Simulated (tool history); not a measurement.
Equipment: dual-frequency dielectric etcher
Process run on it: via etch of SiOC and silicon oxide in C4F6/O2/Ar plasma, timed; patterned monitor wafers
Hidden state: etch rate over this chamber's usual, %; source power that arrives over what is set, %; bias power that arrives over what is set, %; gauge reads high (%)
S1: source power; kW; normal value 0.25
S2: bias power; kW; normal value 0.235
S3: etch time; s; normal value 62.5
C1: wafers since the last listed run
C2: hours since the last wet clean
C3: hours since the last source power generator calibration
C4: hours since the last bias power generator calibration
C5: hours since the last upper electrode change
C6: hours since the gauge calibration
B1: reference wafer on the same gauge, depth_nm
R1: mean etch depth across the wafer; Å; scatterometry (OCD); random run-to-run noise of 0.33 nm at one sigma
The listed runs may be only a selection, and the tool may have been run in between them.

run	hour	S1	S2	S3	C1	C2	C3	C4	C5	C6	B1	R1
1	0	0.25	0.213	62.5	0	481.9	1779.2	432.4	396.5	489.6	65.7	602
# hour 28.7: wet clean of the chamber
2	70.6	0.25	0.213	62.5	575	41.9	1849.8	503	467.1	560.2	65.7	596
3	111.1	0.28	0.235	62.5	500	82.4	1890.3	543.5	507.6	600.7	65.6	650
4	148.9	0.25	0.235	62.5	466	120.2	1928.1	581.3	545.4	638.5	65.8	617
5	205.6	0.25	0.235	62.5	700	176.9	1984.8	638	602.1	695.2	65.6	616
6	265.5	0.25	0.235	62.5	739	236.8	2044.7	697.9	662	755.1	65.7	620
7	353	0.25	0.235	62.5	1080	324.3	2132.2	785.4	749.5	842.6	65.6	619
8	402.5	0.25	0.235	51	611	373.8	2181.7	834.9	799	892.1	65.5	508
9	496	0.25	0.235	51	1155	467.3	2275.2	928.4	892.5	985.6	65.5	505
10	571.7	0.25	0.235	62.5	935	543	2350.9	1004.1	968.2	1061.3	65.7	617
# hour 622.3: wet clean of the chamber
11	622.8	0.25	0.235	62.5	334	0.5	2402	1055.2	1019.3	1112.4	65.6	616
12	818.4	0.29	0.235	62.5	2416	196.1	2597.6	1250.8	1214.9	1308	65.7	656
13	870.8	0.25	0.189	77.5	647	248.5	2650	1303.2	1267.3	1360.4	65.6	718
14	926	0.22	0.258	49.5	681	303.7	2705.2	1358.4	1322.5	1415.6	65.6	467
15	987.9	0.29	0.265	68.5	764	365.6	2767.1	1420.3	1384.4	1477.5	65.6	739
# hour 1246.1: wet clean of the chamber
16	1246.6	0.25	0.2	50.5	2899	0.5	3025.8	1679	1643.1	1736.2	65.7	472
17	1299.5	0.29	0.21	45.5	653	53.4	3078.7	1731.9	1696	1789.1	65.6	457
18	1356.2	0.19	0.202	52.5	700	110.1	3135.4	1788.6	1752.7	1845.8	65.6	429
19	1400.7	0.25	0.271	78	549	154.6	3179.9	1833.1	1797.2	1890.3	65.6	784
20	1440.2	0.25	0.253	62.5	487	194.1	3219.4	1872.6	1836.7	1929.8	65.6	622
# hour 1585.5: bias power generator calibrated
# hour 1610.1: source power generator calibrated
# hour 1640.6: gauge calibrated
21	1756.6	0.2	0.235	78.5	3809	510.5	146.5	171.1	2153.1	116	65.7	703
# hour 1813.7: upper electrode replaced
# hour 1844: wet clean of the chamber
22	1844.5	0.25	0.235	44.5	492	0.5	234.4	259	30.8	203.9	65.6	444
23	1915.8	0.25	0.235	62.5	880	71.8	305.7	330.3	102.1	275.2	65.6	622
24	1976.4	0.25	0.235	62.5	748	132.4	366.3	390.9	162.7	335.8	65.5	627
25	2026.6	0.22	0.281	50	620	182.6	416.5	441.1	212.9	386	65.6	492
26	2085.5	0.22	0.235	62.5	727	241.5	475.4	500	271.8	444.9	65.6	587
27	2340.7	0.25	0.235	62.5	3152	496.7	730.6	755.2	527	700.1	65.6	619
28	2388.3	0.28	0.216	79.5	588	544.3	778.2	802.8	574.6	747.7	65.5	813
# hour 2429.9: wet clean of the chamber
29	2439.5	0.19	0.252	80.5	336	9.6	829.4	854	625.8	798.9	65.6	714

The same runs without the tool's hidden state, with the same run-to-run variation:
run	R1
1	605
2	600
3	654
4	622
5	621
6	625
7	625
8	513
9	510
10	624
11	623
12	665
13	730
14	475
15	752
16	482
17	467
18	439
19	802
20	637
21	702
22	444
23	621
24	627
25	492
26	587
27	619
28	813
29	714
